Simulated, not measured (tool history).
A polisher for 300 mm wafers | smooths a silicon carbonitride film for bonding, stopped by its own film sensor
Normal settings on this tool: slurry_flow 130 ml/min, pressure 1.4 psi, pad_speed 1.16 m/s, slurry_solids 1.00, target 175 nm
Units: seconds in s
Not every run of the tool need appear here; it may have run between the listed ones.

run   hour  slurry_flow  pressure  pad_speed  slurry_solids  target  incoming thickness of the incoming film, nm  seconds
  1    0.0          130       1.4       1.16           0.85     175                                        201.9    161.0
      14.1  -- slurry blender recalibrated
  2   24.9          130       1.4       1.16           0.85     175                                        202.4    170.1
  3   40.2          130       1.4       1.16           0.85     175                                        201.8    167.5
  4   68.7          130       1.4       1.16           1.20     175                                        199.5    127.2
  5   96.3          130       1.4       1.16           1.20     175                                        203.4    155.6
     109.5  -- worn pad replaced by a new one
  6  110.0          130       1.4       1.16           1.00     175                                        201.9    152.5
  7  138.9          130       1.4       1.16           1.00     175                                        202.9    159.2
  8  164.8          130       1.4       1.16           1.00     175                                        202.6    165.8
  9  190.2          130       1.4       1.16           1.15     175                                        200.5    142.5
     200.5  -- slurry blender recalibrated
     223.4  -- head pressure recalibrated
 10  223.9          130       1.4       1.16           1.00     175                                        200.5    127.6
 11  240.6          130       1.4       1.16           1.00     175                                        198.9    123.0
     245.3  -- worn pad replaced by a new one
 12  275.1           90       1.4       1.38           1.00     175                                        199.1    117.6
 13  304.2          130       1.4       1.16           1.00     175                                        202.9    144.0
 14  322.0          130       1.4       1.16           1.00     175                                        199.7    129.8
 15  337.6          130       1.4       1.16           1.00     175                                        202.1    140.0
     343.9  -- slurry nozzle cleaned
     366.9  -- worn pad replaced by a new one
 16  368.7          130       1.6       1.16           1.00     175                                        203.1    128.1
 17  382.0          130       1.4       1.16           1.00     171                                        202.3    169.0
     398.3  -- slurry blender recalibrated
 18  411.1          130       1.4       1.28           0.85     175                                        200.0    127.8
 19  445.1          130       1.6       1.16           1.00     184                                        200.1     74.0
 20  479.3          130       1.4       1.16           1.00     175                                        200.9    135.0
     493.1  -- worn pad replaced by a new one
 21  506.2          130       1.4       1.34           0.85     175                                        197.4    115.5
 22  518.6          130       1.4       1.16           1.10     175                                        201.5    139.4
 23  553.5          130       1.4       0.78           1.00     172                                        201.5    217.5

Alternative continuations, all from the tool just after run 23; predict every row:
  A  554.0          130       1.4       1.16           1.00     175                                        203.0        ?
  B  554.0          130       1.4       0.80           1.15     172                                        203.0        ?
  C  554.0          130       1.7       0.96           0.75     175                                        203.0        ?
  D  554.0           95       1.2       1.04           1.00     175                                        203.0        ?

run  seconds
  A    151.8
  B    212.9
  C    167.4
  D    209.6
Stripped of hidden state, with their random variation kept, the same runs would have yielded:
run  seconds
  A    143.4
  B    201.1
  C    158.1
  D    198.0
